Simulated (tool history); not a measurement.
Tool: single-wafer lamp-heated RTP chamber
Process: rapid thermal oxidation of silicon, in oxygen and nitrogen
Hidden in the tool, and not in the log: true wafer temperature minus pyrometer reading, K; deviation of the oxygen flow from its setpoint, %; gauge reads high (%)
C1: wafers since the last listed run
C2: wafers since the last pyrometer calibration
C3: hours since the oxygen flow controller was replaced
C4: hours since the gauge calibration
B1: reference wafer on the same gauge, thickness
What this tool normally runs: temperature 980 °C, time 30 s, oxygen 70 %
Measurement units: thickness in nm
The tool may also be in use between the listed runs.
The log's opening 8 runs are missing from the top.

{"day": 17.912, "done": "pyrometer window cleaned and pyrometer calibrated"}
{"run": 9, "day": 19.342, "temperature": 980, "time": 30, "oxygen": 70, "C1": 285, "C2": 275, "C3": 6513.4, "C4": 384.1, "B1": 2.724, "thickness": 3.233}
{"run": 10, "day": 21.517, "temperature": 980, "time": 30, "oxygen": 70, "C1": 419, "C2": 695, "C3": 6565.6, "C4": 436.3, "B1": 2.721, "thickness": 3.258}
{"run": 11, "day": 23.629, "temperature": 980, "time": 30, "oxygen": 70, "C1": 407, "C2": 1102, "C3": 6616.3, "C4": 487.0, "B1": 2.719, "thickness": 3.28}
{"run": 12, "day": 25.012, "temperature": 980, "time": 30, "oxygen": 70, "C1": 266, "C2": 1369, "C3": 6649.5, "C4": 520.2, "B1": 2.722, "thickness": 3.31}
{"run": 13, "day": 27.925, "temperature": 980, "time": 30, "oxygen": 70, "C1": 561, "C2": 1930, "C3": 6719.4, "C4": 590.1, "B1": 2.718, "thickness": 3.336}
{"day": 28.329, "done": "oxygen flow controller replaced"}
{"run": 14, "day": 29.008, "temperature": 980, "time": 30, "oxygen": 70, "C1": 144, "C2": 2075, "C3": 16.3, "C4": 616.1, "B1": 2.719, "thickness": 3.374}
{"run": 15, "day": 31.262, "temperature": 980, "time": 30, "oxygen": 70, "C1": 434, "C2": 2510, "C3": 70.4, "C4": 670.2, "B1": 2.719, "thickness": 3.386}
{"day": 33.933, "done": "pyrometer window cleaned and pyrometer calibrated"}
{"run": 16, "day": 33.975, "temperature": 980, "time": 30, "oxygen": 59, "C1": 458, "C2": 7, "C3": 135.5, "C4": 735.3, "B1": 2.72, "thickness": 3.098}
{"run": 17, "day": 36.421, "temperature": 980, "time": 35, "oxygen": 70, "C1": 471, "C2": 479, "C3": 194.2, "C4": 794.0, "B1": 2.721, "thickness": 3.482}
{"run": 18, "day": 38.383, "temperature": 996, "time": 30, "oxygen": 70, "C1": 378, "C2": 857, "C3": 241.3, "C4": 841.1, "B1": 2.719, "thickness": 3.661}
{"run": 19, "day": 41.383, "temperature": 988, "time": 44, "oxygen": 97, "C1": 578, "C2": 1436, "C3": 313.3, "C4": 913.1, "B1": 2.721, "thickness": 4.535}
{"day": 42.388, "done": "gauge calibrated"}
{"run": 20, "day": 44.254, "temperature": 1005, "time": 30, "oxygen": 70, "C1": 553, "C2": 1989, "C3": 382.2, "C4": 44.8, "B1": 2.722, "thickness": 3.962}
{"day": 46.338, "done": "pyrometer window cleaned and pyrometer calibrated"}
{"run": 21, "day": 46.717, "temperature": 1003, "time": 24, "oxygen": 86, "C1": 410, "C2": 73, "C3": 441.3, "C4": 103.9, "B1": 2.719, "thickness": 3.694}
{"run": 22, "day": 48.967, "temperature": 995, "time": 41, "oxygen": 60, "C1": 433, "C2": 507, "C3": 495.3, "C4": 157.9, "B1": 2.722, "thickness": 3.899}
{"run": 23, "day": 55.179, "temperature": 998, "time": 43, "oxygen": 90, "C1": 1197, "C2": 1705, "C3": 644.4, "C4": 307.0, "B1": 2.722, "thickness": 4.74}
{"run": 24, "day": 56.617, "temperature": 980, "time": 30, "oxygen": 70, "C1": 277, "C2": 1982, "C3": 678.9, "C4": 341.5, "B1": 2.718, "thickness": 3.364}
{"run": 25, "day": 59.608, "temperature": 980, "time": 30, "oxygen": 46, "C1": 576, "C2": 2559, "C3": 750.7, "C4": 413.3, "B1": 2.72, "thickness": 3.035}
{"day": 62.071, "done": "pyrometer window cleaned and pyrometer calibrated"}
{"run": 26, "day": 62.233, "temperature": 980, "time": 30, "oxygen": 70, "C1": 441, "C2": 31, "C3": 813.7, "C4": 476.3, "B1": 2.721, "thickness": 3.212}
{"run": 27, "day": 63.533, "temperature": 980, "time": 30, "oxygen": 70, "C1": 250, "C2": 281, "C3": 844.9, "C4": 507.5, "B1": 2.72, "thickness": 3.252}
{"run": 28, "day": 64.633, "temperature": 980, "time": 30, "oxygen": 70, "C1": 212, "C2": 494, "C3": 871.3, "C4": 533.9, "B1": 2.721, "thickness": 3.253}
{"run": 29, "day": 67.525, "temperature": 980, "time": 30, "oxygen": 70, "C1": 557, "C2": 1051, "C3": 940.7, "C4": 603.3, "B1": 2.72, "thickness": 3.272}
{"run": 30, "day": 70.121, "temperature": 1008, "time": 15, "oxygen": 70, "C1": 500, "C2": 1552, "C3": 1003.0, "C4": 665.6, "B1": 2.721, "thickness": 3.056}

Each row is a separate what-if for the run after 30, all from the same tool condition, not one after another. Results?
{"run": "A", "day": 70.142, "temperature": 980, "time": 36, "oxygen": 70, "C1": 4, "C2": 1556, "C3": 1003.5, "C4": 666.1, "B1": "?", "thickness": "?"}
{"run": "B", "day": 70.142, "temperature": 1005, "time": 41, "oxygen": 70, "C1": 4, "C2": 1556, "C3": 1003.5, "C4": 666.1, "B1": "?", "thickness": "?"}
{"run": "C", "day": 70.142, "temperature": 980, "time": 43, "oxygen": 44, "C1": 4, "C2": 1556, "C3": 1003.5, "C4": 666.1, "B1": "?", "thickness": "?"}
{"run": "D", "day": 70.142, "temperature": 980, "time": 38, "oxygen": 70, "C1": 4, "C2": 1556, "C3": 1003.5, "C4": 666.1, "B1": "?", "thickness": "?"}
{"run": "E", "day": 70.142, "temperature": 1002, "time": 30, "oxygen": 41, "C1": 4, "C2": 1556, "C3": 1003.5, "C4": 666.1, "B1": "?", "thickness": "?"}

run=A B1=2.723 thickness=3.550
run=B B1=2.723 thickness=4.433
run=C B1=2.723 thickness=3.317
run=D B1=2.723 thickness=3.625
run=E B1=2.723 thickness=3.255
Without the tool's hidden state the same runs would have given:
run=A thickness=3.440
run=B thickness=4.287
run=C thickness=3.222
run=D thickness=3.512
run=E thickness=3.164
